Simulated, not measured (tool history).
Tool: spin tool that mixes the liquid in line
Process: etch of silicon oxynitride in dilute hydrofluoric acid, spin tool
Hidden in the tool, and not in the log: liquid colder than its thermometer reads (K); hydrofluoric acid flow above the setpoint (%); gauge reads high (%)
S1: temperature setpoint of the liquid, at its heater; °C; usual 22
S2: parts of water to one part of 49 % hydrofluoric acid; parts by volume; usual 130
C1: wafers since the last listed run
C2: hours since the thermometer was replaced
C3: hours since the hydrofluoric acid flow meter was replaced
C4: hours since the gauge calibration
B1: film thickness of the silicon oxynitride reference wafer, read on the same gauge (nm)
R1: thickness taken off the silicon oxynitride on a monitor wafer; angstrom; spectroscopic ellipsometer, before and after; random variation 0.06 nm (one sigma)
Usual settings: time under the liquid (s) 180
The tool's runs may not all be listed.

run 1 hour=0 | S1=22 S2=130 time_under_the_liquid_(s)=180 | C1=0 C2=1135.2 C3=849.6 C4=215 | B1=140.02 | R1=68.1
run 2 hour=51.9 | S1=22 S2=130 time_under_the_liquid_(s)=180 | C1=384 C2=1187.1 C3=901.5 C4=266.9 | B1=140 | R1=69.1
run 3 hour=86.7 | S1=22 S2=130 time_under_the_liquid_(s)=95 | C1=257 C2=1221.9 C3=936.3 C4=301.7 | B1=140 | R1=36.3
run 4 hour=135.3 | S1=22 S2=130 time_under_the_liquid_(s)=95 | C1=360 C2=1270.5 C3=984.9 C4=350.3 | B1=139.99 | R1=36.3
run 5 hour=160.5 | S1=22 S2=130 time_under_the_liquid_(s)=180 | C1=186 C2=1295.7 C3=1010.1 C4=375.5 | B1=140.01 | R1=70.3
run 6 hour=198.9 | S1=22 S2=130 time_under_the_liquid_(s)=180 | C1=284 C2=1334.1 C3=1048.5 C4=413.9 | B1=140.02 | R1=69.2
run 7 hour=237.4 | S1=22 S2=130 time_under_the_liquid_(s)=180 | C1=285 C2=1372.6 C3=1087 C4=452.4 | B1=140 | R1=69.5
run 8 hour=306.9 | S1=25.5 S2=130 time_under_the_liquid_(s)=180 | C1=515 C2=1442.1 C3=1156.5 C4=521.9 | B1=139.97 | R1=81.7
run 9 hour=337.9 | S1=22 S2=150 time_under_the_liquid_(s)=180 | C1=229 C2=1473.1 C3=1187.5 C4=552.9 | B1=140.02 | R1=60.5
run 10 hour=398.9 | S1=24.5 S2=130 time_under_the_liquid_(s)=265 | C1=452 C2=1534.1 C3=1248.5 C4=613.9 | B1=140 | R1=115.4
-- hour=403.3 hydrofluoric acid flow meter replaced
-- hour=434.9 thermometer replaced
run 11 hour=435.4 | S1=26.5 S2=130 time_under_the_liquid_(s)=270 | C1=255 C2=0.5 C3=32.1 C4=650.4 | B1=139.99 | R1=118.3
-- hour=445.5 gauge calibrated
run 12 hour=501.9 | S1=18 S2=130 time_under_the_liquid_(s)=265 | C1=492 C2=67 C3=98.6 C4=56.4 | B1=140 | R1=78

Forecast run 13:
run 13 hour=552.5 | S1=22 S2=130 time_under_the_liquid_(s)=180 | C1=374 C2=117.6 C3=149.2 C4=107 | B1=? | R1=?

Run 13 gave B1 140, R1 65.3 angstrom.
Without the tool's hidden state the same run would have given R1 63.6 angstrom.

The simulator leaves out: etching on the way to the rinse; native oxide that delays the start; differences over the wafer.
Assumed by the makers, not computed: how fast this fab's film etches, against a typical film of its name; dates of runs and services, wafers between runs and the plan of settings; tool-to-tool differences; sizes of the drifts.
